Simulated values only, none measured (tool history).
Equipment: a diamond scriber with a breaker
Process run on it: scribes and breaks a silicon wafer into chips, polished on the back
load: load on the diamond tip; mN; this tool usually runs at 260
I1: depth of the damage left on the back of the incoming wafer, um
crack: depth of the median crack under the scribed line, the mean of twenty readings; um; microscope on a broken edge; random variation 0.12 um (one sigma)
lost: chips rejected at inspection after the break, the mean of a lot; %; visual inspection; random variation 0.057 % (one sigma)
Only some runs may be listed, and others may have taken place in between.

{"run": 1, "hour": 0.0, "load": 215, "I1": 0.02, "crack": 9.11, "lost": 6.02}
{"run": 2, "hour": 17.9, "load": 222, "I1": 0.01, "crack": 9.18, "lost": 5.16}
{"run": 3, "hour": 34.3, "load": 295, "I1": 0.04, "crack": 10.99, "lost": 1.02}
{"run": 4, "hour": 49.1, "load": 295, "I1": 0.02, "crack": 10.88, "lost": 1.1}
{"run": 5, "hour": 70.7, "load": 260, "I1": 0.01, "crack": 9.86, "lost": 2.68}
{"run": 6, "hour": 86.3, "load": 260, "I1": 0.03, "crack": 10.08, "lost": 2.81}
{"run": 7, "hour": 118.9, "load": 260, "I1": 0.02, "crack": 9.88, "lost": 3.29}
{"hour": 132.2, "done": "diamond tip replaced by a new one, of another model than before"}
{"run": 8, "hour": 139.8, "load": 260, "I1": 0.02, "crack": 11.05, "lost": 0.73}
{"run": 9, "hour": 154.4, "load": 260, "I1": 0.02, "crack": 11.18, "lost": 0.81}
{"run": 10, "hour": 173.6, "load": 205, "I1": 0.04, "crack": 8.66, "lost": 7.88}
{"run": 11, "hour": 207.1, "load": 289, "I1": 0.01, "crack": 12.55, "lost": 2.03}
{"run": 12, "hour": 239.8, "load": 283, "I1": 0.05, "crack": 12.61, "lost": 1.4}
{"run": 13, "hour": 262.9, "load": 336, "I1": 0.04, "crack": 14.43, "lost": 7.35}
{"run": 14, "hour": 289.3, "load": 260, "I1": 0.02, "crack": 11.32, "lost": 0.79}
{"hour": 302.1, "done": "load on the tip recalibrated"}
{"run": 15, "hour": 325.1, "load": 260, "I1": 0.05, "crack": 11.25, "lost": 0.84}
{"run": 16, "hour": 360.3, "load": 192, "I1": 0.02, "crack": 7.97, "lost": 12.88}
{"run": 17, "hour": 395.7, "load": 237, "I1": 0.01, "crack": 10.35, "lost": 2.1}

Here are 4 independent what-if runs from the current tool condition. What would each one return?
{"run": "A", "hour": 396.2, "load": 200, "I1": 0.02, "crack": "?", "lost": "?"}
{"run": "B", "hour": 396.2, "load": 318, "I1": 0.02, "crack": "?", "lost": "?"}
{"run": "C", "hour": 396.2, "load": 314, "I1": 0.02, "crack": "?", "lost": "?"}
{"run": "D", "hour": 396.2, "load": 204, "I1": 0.02, "crack": "?", "lost": "?"}

run=A crack=8.29 lost=11.66
run=B crack=13.4 lost=4.94
run=C crack=13.25 lost=4.45
run=D crack=8.49 lost=10.11
With no hidden state in the tool, these same runs would have given:
run=A crack=8.4 lost=10.76
run=B crack=13.59 lost=5.55
run=C crack=13.43 lost=5.02
run=D crack=8.6 lost=9.27

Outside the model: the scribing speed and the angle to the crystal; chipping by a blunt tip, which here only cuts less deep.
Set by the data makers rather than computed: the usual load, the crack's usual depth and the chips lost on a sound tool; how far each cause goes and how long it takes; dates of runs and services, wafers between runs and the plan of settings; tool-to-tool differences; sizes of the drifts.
